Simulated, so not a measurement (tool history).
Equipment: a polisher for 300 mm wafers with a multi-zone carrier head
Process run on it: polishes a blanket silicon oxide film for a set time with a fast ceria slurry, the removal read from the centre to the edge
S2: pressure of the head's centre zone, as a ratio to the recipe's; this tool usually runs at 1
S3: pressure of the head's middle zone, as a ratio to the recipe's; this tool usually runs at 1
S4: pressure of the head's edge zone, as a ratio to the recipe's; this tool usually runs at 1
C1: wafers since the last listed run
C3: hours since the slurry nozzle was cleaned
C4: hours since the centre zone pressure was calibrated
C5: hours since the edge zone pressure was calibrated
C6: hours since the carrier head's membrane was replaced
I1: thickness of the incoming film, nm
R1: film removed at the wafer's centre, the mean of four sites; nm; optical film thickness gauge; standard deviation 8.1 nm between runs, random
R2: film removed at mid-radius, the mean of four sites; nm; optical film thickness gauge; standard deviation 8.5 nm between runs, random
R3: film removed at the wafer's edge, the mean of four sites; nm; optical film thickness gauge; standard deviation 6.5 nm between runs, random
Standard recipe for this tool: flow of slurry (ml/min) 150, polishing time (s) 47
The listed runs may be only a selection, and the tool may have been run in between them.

{"run": 1, "hour": 0.0, "flow of slurry (ml/min)": 150, "S2": 1, "S3": 1, "S4": 1, "polishing time (s)": 47, "C1": 0, "wafers polished on this pad": 942, "C3": 201.2, "C4": 481.5, "C5": 1202.8, "C6": 381.5, "I1": 1976.1, "R1": 580.8, "R2": 561.2, "R3": 595.9}
{"hour": 5.9, "done": "worn pad replaced by a new one"}
{"run": 2, "hour": 35.0, "flow of slurry (ml/min)": 150, "S2": 1, "S3": 1, "S4": 1, "polishing time (s)": 47, "C1": 323, "wafers polished on this pad": 303, "C3": 236.2, "C4": 516.5, "C5": 1237.8, "C6": 416.5, "I1": 1958.6, "R1": 612.1, "R2": 573.8, "R3": 610.8}
{"run": 3, "hour": 66.9, "flow of slurry (ml/min)": 150, "S2": 1, "S3": 1, "S4": 1, "polishing time (s)": 47, "C1": 333, "wafers polished on this pad": 637, "C3": 268.1, "C4": 548.4, "C5": 1269.7, "C6": 448.4, "I1": 1999.2, "R1": 591.1, "R2": 575.1, "R3": 594}
{"run": 4, "hour": 88.6, "flow of slurry (ml/min)": 150, "S2": 1, "S3": 0.91, "S4": 1, "polishing time (s)": 47, "C1": 226, "wafers polished on this pad": 863, "C3": 289.8, "C4": 570.1, "C5": 1291.4, "C6": 470.1, "I1": 1999.7, "R1": 576.5, "R2": 539.7, "R3": 588}
{"hour": 109.0, "done": "worn pad replaced by a new one"}
{"run": 5, "hour": 112.8, "flow of slurry (ml/min)": 150, "S2": 1, "S3": 0.91, "S4": 1, "polishing time (s)": 47, "C1": 211, "wafers polished on this pad": 40, "C3": 314, "C4": 594.3, "C5": 1315.6, "C6": 494.3, "I1": 1983.7, "R1": 545.2, "R2": 507, "R3": 556.7}
{"run": 6, "hour": 134.0, "flow of slurry (ml/min)": 150, "S2": 1, "S3": 1, "S4": 1, "polishing time (s)": 47, "C1": 221, "wafers polished on this pad": 261, "C3": 335.2, "C4": 615.5, "C5": 1336.8, "C6": 515.5, "I1": 1969.2, "R1": 527.8, "R2": 543.8, "R3": 540.6}
{"run": 7, "hour": 150.4, "flow of slurry (ml/min)": 150, "S2": 1, "S3": 1, "S4": 1, "polishing time (s)": 52, "C1": 171, "wafers polished on this pad": 432, "C3": 351.6, "C4": 631.9, "C5": 1353.2, "C6": 531.9, "I1": 1963.6, "R1": 593.6, "R2": 579.1, "R3": 591.1}
{"run": 8, "hour": 163.0, "flow of slurry (ml/min)": 150, "S2": 1, "S3": 1, "S4": 1, "polishing time (s)": 52, "C1": 131, "wafers polished on this pad": 564, "C3": 364.2, "C4": 644.5, "C5": 1365.8, "C6": 544.5, "I1": 1971, "R1": 587.7, "R2": 579.4, "R3": 594.2}
{"run": 9, "hour": 192.4, "flow of slurry (ml/min)": 185, "S2": 1.07, "S3": 1, "S4": 1, "polishing time (s)": 47, "C1": 307, "wafers polished on this pad": 871, "C3": 393.6, "C4": 673.9, "C5": 1395.2, "C6": 573.9, "I1": 1966.6, "R1": 564.6, "R2": 516.3, "R3": 538.8}
{"hour": 205.1, "done": "edge zone pressure recalibrated"}
{"hour": 207.1, "done": "worn pad replaced by a new one, repeated, since the last time left the tool worse"}
{"run": 10, "hour": 219.4, "flow of slurry (ml/min)": 185, "S2": 1.07, "S3": 1, "S4": 1, "polishing time (s)": 47, "C1": 239, "wafers polished on this pad": 128, "C3": 420.6, "C4": 700.9, "C5": 14.3, "C6": 600.9, "I1": 1973, "R1": 667.1, "R2": 628.8, "R3": 629.2}
{"hour": 261.0, "done": "centre zone pressure recalibrated"}
{"run": 11, "hour": 281.4, "flow of slurry (ml/min)": 150, "S2": 1, "S3": 1, "S4": 1, "polishing time (s)": 47, "C1": 626, "wafers polished on this pad": 754, "C3": 482.6, "C4": 20.4, "C5": 76.3, "C6": 662.9, "I1": 1979.6, "R1": 597.8, "R2": 581.1, "R3": 598.3}
{"hour": 303.1, "done": "worn pad replaced by a new one"}
{"run": 12, "hour": 303.6, "flow of slurry (ml/min)": 150, "S2": 1, "S3": 1, "S4": 1.06, "polishing time (s)": 47, "C1": 190, "wafers polished on this pad": 5, "C3": 504.8, "C4": 42.6, "C5": 98.5, "C6": 685.1, "I1": 1975.9, "R1": 606.4, "R2": 594.3, "R3": 647.6}
{"hour": 324.7, "done": "carrier head's membrane replaced by a new one"}
{"run": 13, "hour": 335.7, "flow of slurry (ml/min)": 125, "S2": 1, "S3": 1, "S4": 1, "polishing time (s)": 52, "C1": 283, "wafers polished on this pad": 288, "C3": 536.9, "C4": 74.7, "C5": 130.6, "C6": 11, "I1": 1970.5, "R1": 635.6, "R2": 626.6, "R3": 641.8}
{"run": 14, "hour": 352.7, "flow of slurry (ml/min)": 115, "S2": 1, "S3": 1.05, "S4": 1, "polishing time (s)": 54, "C1": 177, "wafers polished on this pad": 465, "C3": 553.9, "C4": 91.7, "C5": 147.6, "C6": 28, "I1": 1987.2, "R1": 625.2, "R2": 652.4, "R3": 647.1}
{"hour": 380.2, "done": "slurry nozzle cleaned"}
{"run": 15, "hour": 385.3, "flow of slurry (ml/min)": 105, "S2": 1, "S3": 0.92, "S4": 0.91, "polishing time (s)": 47, "C1": 330, "wafers polished on this pad": 796, "C3": 5.1, "C4": 124.3, "C5": 180.2, "C6": 60.6, "I1": 1959.8, "R1": 542.8, "R2": 513, "R3": 536.6}
{"hour": 399.9, "done": "worn pad replaced by a new one"}
{"run": 16, "hour": 421.1, "flow of slurry (ml/min)": 150, "S2": 1.04, "S3": 1, "S4": 1, "polishing time (s)": 47, "C1": 332, "wafers polished on this pad": 221, "C3": 40.9, "C4": 160.1, "C5": 216, "C6": 96.4, "I1": 1952.1, "R1": 628, "R2": 592.1, "R3": 603.9}
{"run": 17, "hour": 433.9, "flow of slurry (ml/min)": 110, "S2": 1.1, "S3": 1.09, "S4": 1, "polishing time (s)": 57, "C1": 133, "wafers polished on this pad": 355, "C3": 53.7, "C4": 172.9, "C5": 228.8, "C6": 109.2, "I1": 1992.5, "R1": 744.9, "R2": 725.3, "R3": 683.8}
{"run": 18, "hour": 461.6, "flow of slurry (ml/min)": 150, "S2": 1.09, "S3": 1, "S4": 0.89, "polishing time (s)": 36, "C1": 289, "wafers polished on this pad": 644, "C3": 81.4, "C4": 200.6, "C5": 256.5, "C6": 136.9, "I1": 2020.7, "R1": 493.2, "R2": 442.4, "R3": 431.2}
{"run": 19, "hour": 486.9, "flow of slurry (ml/min)": 150, "S2": 1, "S3": 1, "S4": 1, "polishing time (s)": 47, "C1": 264, "wafers polished on this pad": 909, "C3": 106.7, "C4": 225.9, "C5": 281.8, "C6": 162.2, "I1": 1956.8, "R1": 585.8, "R2": 576.8, "R3": 594.9}
{"hour": 506.9, "done": "worn pad replaced by a new one"}
{"run": 20, "hour": 515.2, "flow of slurry (ml/min)": 150, "S2": 1, "S3": 1, "S4": 1, "polishing time (s)": 47, "C1": 253, "wafers polished on this pad": 86, "C3": 135, "C4": 254.2, "C5": 310.1, "C6": 190.5, "I1": 1957.1, "R1": 610.8, "R2": 591.1, "R3": 621.2}

Consider 5 possible next runs. They are alternatives, not a sequence: every one starts from the tool as it was left by run 20. What does each give?
{"run": "A", "hour": 515.6, "flow of slurry (ml/min)": 150, "S2": 1, "S3": 1, "S4": 0.96, "polishing time (s)": 47, "C1": 4, "wafers polished on this pad": 90, "C3": 135.4, "C4": 254.6, "C5": 310.5, "C6": 190.9, "I1": 1970.7, "R1": "?", "R2": "?", "R3": "?"}
{"run": "B", "hour": 515.6, "flow of slurry (ml/min)": 170, "S2": 0.94, "S3": 0.96, "S4": 1, "polishing time (s)": 47, "C1": 4, "wafers polished on this pad": 90, "C3": 135.4, "C4": 254.6, "C5": 310.5, "C6": 190.9, "I1": 1970.7, "R1": "?", "R2": "?", "R3": "?"}
{"run": "C", "hour": 515.6, "flow of slurry (ml/min)": 180, "S2": 1, "S3": 1.09, "S4": 0.92, "polishing time (s)": 56, "C1": 4, "wafers polished on this pad": 90, "C3": 135.4, "C4": 254.6, "C5": 310.5, "C6": 190.9, "I1": 1970.7, "R1": "?", "R2": "?", "R3": "?"}
{"run": "D", "hour": 515.6, "flow of slurry (ml/min)": 125, "S2": 0.89, "S3": 1, "S4": 1, "polishing time (s)": 47, "C1": 4, "wafers polished on this pad": 90, "C3": 135.4, "C4": 254.6, "C5": 310.5, "C6": 190.9, "I1": 1970.7, "R1": "?", "R2": "?", "R3": "?"}
{"run": "E", "hour": 515.6, "flow of slurry (ml/min)": 150, "S2": 1, "S3": 0.94, "S4": 1, "polishing time (s)": 47, "C1": 4, "wafers polished on this pad": 90, "C3": 135.4, "C4": 254.6, "C5": 310.5, "C6": 190.9, "I1": 1970.7, "R1": "?", "R2": "?", "R3": "?"}

run=A R1=601 R2=603.2 R3=616.5
run=B R1=576.9 R2=599.9 R3=637.7
run=C R1=738.9 R2=779.7 R3=734
run=D R1=516.1 R2=585.1 R3=614.9
run=E R1=600.8 R2=580.9 R3=629
What these runs would have given with no unlogged condition in the tool:
run=A R1=612.4 R2=614.6 R3=628.2
run=B R1=587.9 R2=611.3 R3=649.9
run=C R1=753 R2=794.5 R3=747.9
run=D R1=525.9 R2=596.2 R3=626.6
run=E R1=612.2 R2=591.9 R3=640.9
